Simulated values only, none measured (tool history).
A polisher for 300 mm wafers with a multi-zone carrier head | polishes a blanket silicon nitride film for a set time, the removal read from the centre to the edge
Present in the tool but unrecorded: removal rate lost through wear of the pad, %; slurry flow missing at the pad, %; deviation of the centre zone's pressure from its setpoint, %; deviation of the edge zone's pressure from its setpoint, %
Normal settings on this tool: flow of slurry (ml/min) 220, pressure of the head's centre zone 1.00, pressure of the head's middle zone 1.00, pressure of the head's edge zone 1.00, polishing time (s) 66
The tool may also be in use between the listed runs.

| run | day | flow of slurry (ml/min) | pressure of the head's centre zone | pressure of the head's middle zone | pressure of the head's edge zone | polishing time (s) | wafers since the last listed run | wafers polished on this pad | hours since the slurry nozzle was cleaned | hours since the centre zone pressure was calibrated | hours since the edge zone pressure was calibrated | hours since the carrier head's membrane was replaced | incoming thickness of the incoming film, nm | film removed at the wafer's centre (nm) | film removed at mid-radius (nm) | film removed at the wafer's edge (nm) |
|---|---|---|---|---|---|---|---|---|---|---|---|---|---|---|---|---|
| 1 | 0.000 | 220 | 1.00 | 1.00 | 1.00 | 66 | 0 | 1423 | 581.8 | 684.9 | 797.8 | 800.7 | 810.3 | 94.7 | 96.2 | 98.1 |
|  | 0.758 | worn pad replaced by a new one |
| 2 | 0.779 | 220 | 1.00 | 1.00 | 1.00 | 66 | 149 | 5 | 600.5 | 703.6 | 816.5 | 819.4 | 802.6 | 101.4 | 103.2 | 107.5 |
|  | 1.058 | slurry nozzle cleaned |
|  | 1.671 | edge zone pressure recalibrated |
| 3 | 1.729 | 220 | 1.00 | 0.93 | 1.00 | 66 | 200 | 205 | 16.1 | 726.4 | 1.4 | 842.2 | 810.6 | 114.6 | 105.2 | 113.3 |
| 4 | 3.204 | 220 | 1.00 | 1.00 | 0.90 | 66 | 358 | 564 | 51.5 | 761.8 | 36.8 | 877.6 | 799.1 | 109.4 | 112.6 | 106.7 |
| 5 | 3.917 | 220 | 1.00 | 1.00 | 0.90 | 66 | 173 | 738 | 68.6 | 778.9 | 53.9 | 894.7 | 812.5 | 107.0 | 109.4 | 104.8 |
| 6 | 5.154 | 190 | 1.10 | 1.00 | 1.00 | 46 | 301 | 1039 | 98.3 | 808.6 | 83.6 | 924.4 | 802.3 | 77.7 | 71.0 | 73.2 |
|  | 5.425 | carrier head's membrane replaced by a new one |
| 7 | 7.808 | 220 | 1.00 | 1.00 | 1.00 | 51 | 595 | 1634 | 162.0 | 872.3 | 147.3 | 57.2 | 810.1 | 72.9 | 74.1 | 75.2 |
|  | 8.062 | worn pad replaced by a new one |
| 8 | 8.375 | 260 | 0.91 | 0.96 | 1.04 | 66 | 97 | 75 | 175.6 | 885.9 | 160.9 | 70.8 | 801.9 | 100.1 | 108.7 | 112.4 |
| 9 | 9.146 | 220 | 1.00 | 1.10 | 1.09 | 66 | 187 | 263 | 194.1 | 904.4 | 179.4 | 89.3 | 801.4 | 105.1 | 115.9 | 112.1 |
| 10 | 10.483 | 220 | 1.00 | 1.00 | 1.00 | 51 | 325 | 588 | 226.2 | 936.5 | 211.5 | 121.4 | 813.2 | 80.9 | 82.2 | 84.5 |
| 11 | 11.354 | 220 | 1.00 | 1.11 | 1.11 | 66 | 211 | 800 | 247.1 | 957.4 | 232.4 | 142.3 | 822.3 | 105.0 | 113.2 | 108.8 |
| 12 | 11.946 | 220 | 1.00 | 1.00 | 1.00 | 66 | 143 | 944 | 261.3 | 971.6 | 246.6 | 156.5 | 811.7 | 102.0 | 102.7 | 104.5 |
| 13 | 12.858 | 220 | 1.00 | 1.10 | 1.00 | 75 | 222 | 1166 | 283.2 | 993.5 | 268.5 | 178.4 | 812.2 | 115.2 | 124.0 | 116.0 |
| 14 | 13.683 | 190 | 0.97 | 1.08 | 1.00 | 44 | 200 | 1367 | 303.0 | 1013.3 | 288.3 | 198.2 | 810.8 | 60.9 | 67.8 | 65.1 |
| 15 | 14.467 | 220 | 1.00 | 1.00 | 1.00 | 66 | 190 | 1557 | 321.8 | 1032.1 | 307.1 | 217.0 | 812.7 | 94.4 | 95.2 | 97.5 |
|  | 14.879 | worn pad replaced by a new one |
|  | 15.092 | centre zone pressure recalibrated |
| 16 | 15.862 | 220 | 0.88 | 1.00 | 1.00 | 58 | 278 | 219 | 355.3 | 18.5 | 340.6 | 250.5 | 815.1 | 80.7 | 93.1 | 95.6 |
| 17 | 17.067 | 160 | 1.04 | 0.93 | 0.88 | 66 | 293 | 512 | 384.2 | 47.4 | 369.5 | 279.4 | 818.5 | 98.5 | 93.1 | 98.4 |
| 18 | 17.650 | 220 | 1.00 | 1.11 | 1.00 | 66 | 141 | 654 | 398.2 | 61.4 | 383.5 | 293.4 | 812.8 | 103.2 | 111.5 | 106.0 |
| 19 | 18.608 | 220 | 1.00 | 1.00 | 0.97 | 66 | 233 | 887 | 421.2 | 84.4 | 406.5 | 316.4 | 820.4 | 101.4 | 100.9 | 103.6 |
|  | 22.721 | worn pad replaced by a new one |
| 20 | 23.000 | 220 | 1.00 | 1.00 | 1.00 | 66 | 1028 | 67 | 526.6 | 189.8 | 511.9 | 421.8 | 797.8 | 102.2 | 104.6 | 107.9 |
|  | 23.662 | slurry nozzle cleaned |
| 21 | 24.917 | 185 | 0.95 | 0.92 | 1.00 | 53 | 456 | 523 | 30.1 | 235.8 | 557.9 | 467.8 | 816.2 | 83.3 | 81.2 | 89.4 |

What the log doesn't show, run by run:
deviation of the centre zone's pressure from its setpoint, %: 0 on each run
deviation of the edge zone's pressure from its setpoint, %: 0 on each run
H1: removal rate lost through wear of the pad, %
H2: slurry flow missing at the pad, %
| run | H1 | H2 |
|---|---|---|
| 1 | 9.4 | 41.7 |
| 2 | 2.02 | 41.9 |
| 3 | 2.24 | 4.71 |
| 4 | 3.4 | 11.1 |
| 5 | 4.32 | 13.8 |
| 6 | 6.47 | 18 |
| 7 | 13.5 | 25.1 |
| 8 | 2.09 | 26.3 |
| 9 | 2.34 | 27.8 |
| 10 | 3.42 | 30.2 |
| 11 | 4.56 | 31.5 |
| 12 | 5.54 | 32.4 |
| 13 | 7.36 | 33.5 |
| 14 | 9.34 | 34.5 |
| 15 | 11.5 | 35.3 |
| 16 | 1.42 | 36.6 |
| 17 | 2.3 | 37.6 |
| 18 | 2.96 | 38 |
| 19 | 4.4 | 38.6 |
| 20 | 0.316 | 40.6 |
| 21 | 1.41 | 6.54 |
